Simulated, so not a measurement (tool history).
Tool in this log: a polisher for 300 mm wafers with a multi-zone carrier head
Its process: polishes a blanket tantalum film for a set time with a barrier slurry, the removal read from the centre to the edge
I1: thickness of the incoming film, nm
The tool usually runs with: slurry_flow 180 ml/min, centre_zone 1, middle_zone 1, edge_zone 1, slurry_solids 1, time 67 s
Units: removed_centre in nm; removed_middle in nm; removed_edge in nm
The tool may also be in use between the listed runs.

run 1 hour=0 | slurry_flow=210 centre_zone=1 middle_zone=1 edge_zone=1 slurry_solids=1 time=67 | I1=228.3 | removed_centre=73 removed_middle=64.6 removed_edge=65.7
run 2 hour=29.5 | slurry_flow=180 centre_zone=1 middle_zone=1 edge_zone=1 slurry_solids=1 time=67 | I1=231.1 | removed_centre=68.4 removed_middle=63.4 removed_edge=60.8
run 3 hour=44.7 | slurry_flow=180 centre_zone=1 middle_zone=1 edge_zone=1 slurry_solids=1 time=67 | I1=231.2 | removed_centre=67.7 removed_middle=61.4 removed_edge=62.1
run 4 hour=78.3 | slurry_flow=180 centre_zone=1 middle_zone=1 edge_zone=1 slurry_solids=1 time=67 | I1=228 | removed_centre=66.9 removed_middle=60 removed_edge=59.8
run 5 hour=103.5 | slurry_flow=180 centre_zone=1 middle_zone=1 edge_zone=1 slurry_solids=1 time=67 | I1=228.4 | removed_centre=66.6 removed_middle=60.3 removed_edge=59.6
run 6 hour=120.7 | slurry_flow=180 centre_zone=1 middle_zone=1 edge_zone=1 slurry_solids=1 time=67 | I1=233.2 | removed_centre=65.7 removed_middle=59.7 removed_edge=59.8
run 7 hour=142.3 | slurry_flow=180 centre_zone=1 middle_zone=1 edge_zone=1 slurry_solids=1 time=67 | I1=228.4 | removed_centre=66 removed_middle=59.3 removed_edge=58.4
run 8 hour=156.2 | slurry_flow=180 centre_zone=1 middle_zone=1 edge_zone=1 slurry_solids=1 time=67 | I1=227.5 | removed_centre=65.5 removed_middle=59 removed_edge=58.5
-- hour=169.1 worn pad replaced by a new one
run 9 hour=190 | slurry_flow=180 centre_zone=1 middle_zone=1 edge_zone=1 slurry_solids=1 time=67 | I1=228.6 | removed_centre=71.2 removed_middle=64.7 removed_edge=63.6
-- hour=193.3 centre zone pressure recalibrated
run 10 hour=208 | slurry_flow=180 centre_zone=1 middle_zone=1 edge_zone=1 slurry_solids=1 time=67 | I1=232.6 | removed_centre=62.8 removed_middle=62.2 removed_edge=61.1
run 11 hour=222.6 | slurry_flow=180 centre_zone=1 middle_zone=1 edge_zone=1 slurry_solids=1 time=67 | I1=232.4 | removed_centre=62.3 removed_middle=61.5 removed_edge=60.8
-- hour=228.6 edge zone pressure recalibrated
-- hour=248.6 slurry nozzle cleaned
run 12 hour=253.3 | slurry_flow=180 centre_zone=1 middle_zone=1 edge_zone=1 slurry_solids=1.15 time=77 | I1=230.6 | removed_centre=74.6 removed_middle=74.3 removed_edge=72.1
run 13 hour=283.2 | slurry_flow=180 centre_zone=1 middle_zone=1 edge_zone=0.94 slurry_solids=1 time=67 | I1=229.4 | removed_centre=59.7 removed_middle=59.4 removed_edge=56.4
run 14 hour=306.7 | slurry_flow=180 centre_zone=1 middle_zone=1 edge_zone=1 slurry_solids=0.8 time=54 | I1=234.7 | removed_centre=41.4 removed_middle=41.8 removed_edge=40.8
-- hour=325.4 worn pad replaced by a new one
run 15 hour=339.4 | slurry_flow=180 centre_zone=0.94 middle_zone=1 edge_zone=1 slurry_solids=1 time=87 | I1=226.5 | removed_centre=81.8 removed_middle=86.7 removed_edge=82.1
run 16 hour=354.9 | slurry_flow=180 centre_zone=1 middle_zone=0.9 edge_zone=1 slurry_solids=1 time=87 | I1=230.9 | removed_centre=85.6 removed_middle=79.4 removed_edge=82.1
run 17 hour=384.6 | slurry_flow=180 centre_zone=0.94 middle_zone=1 edge_zone=1 slurry_solids=1 time=87 | I1=230.3 | removed_centre=78 removed_middle=79.7 removed_edge=79.9
run 18 hour=396.7 | slurry_flow=180 centre_zone=1.1 middle_zone=1 edge_zone=0.97 slurry_solids=1.15 time=57 | I1=229.6 | removed_centre=62.5 removed_middle=55.3 removed_edge=53.2
-- hour=402.8 carrier head's membrane replaced by a new one
run 19 hour=426 | slurry_flow=180 centre_zone=1 middle_zone=1.06 edge_zone=1 slurry_solids=0.7 time=73 | I1=232.5 | removed_centre=54.4 removed_middle=52.9 removed_edge=50.8
run 20 hour=461.6 | slurry_flow=200 centre_zone=1 middle_zone=1 edge_zone=1 slurry_solids=1 time=47 | I1=227.2 | removed_centre=44.4 removed_middle=42.9 removed_edge=42.1
run 21 hour=482.1 | slurry_flow=180 centre_zone=1.09 middle_zone=1 edge_zone=1 slurry_solids=1 time=84 | I1=225.5 | removed_centre=83.9 removed_middle=76.4 removed_edge=73.8
-- hour=507.7 worn pad replaced by a new one
run 22 hour=510.4 | slurry_flow=165 centre_zone=1.05 middle_zone=1 edge_zone=0.9 slurry_solids=1 time=51 | I1=228 | removed_centre=56.3 removed_middle=50.6 removed_edge=47.3
run 23 hour=529.1 | slurry_flow=220 centre_zone=0.91 middle_zone=1 edge_zone=1 slurry_solids=1.15 time=85 | I1=229.8 | removed_centre=85.5 removed_middle=88.2 removed_edge=87.6

Predict each of these 3 candidate next runs independently; none follows another, all start after run 23:
run A hour=529.5 | slurry_flow=180 centre_zone=1 middle_zone=1 edge_zone=1 slurry_solids=1 time=67 | I1=231.2 | removed_centre=? removed_middle=? removed_edge=?
run B hour=529.5 | slurry_flow=180 centre_zone=1 middle_zone=1.1 edge_zone=0.9 slurry_solids=1 time=58 | I1=231.2 | removed_centre=? removed_middle=? removed_edge=?
run C hour=529.5 | slurry_flow=155 centre_zone=1 middle_zone=1 edge_zone=0.97 slurry_solids=1 time=67 | I1=231.2 | removed_centre=? removed_middle=? removed_edge=?

run=A removed_centre=68.8 removed_middle=65.4 removed_edge=64.7
run=B removed_centre=59.6 removed_middle=59.9 removed_edge=53.3
run=C removed_centre=67.4 removed_middle=64.2 removed_edge=62.9
Take away the tool's hidden state, keep each run's random variation, and the runs would have read:
run=A removed_centre=68.9 removed_middle=68.5 removed_edge=67.7
run=B removed_centre=59.7 removed_middle=62.8 removed_edge=55.8
run=C removed_centre=67.5 removed_middle=67.3 removed_edge=65.9
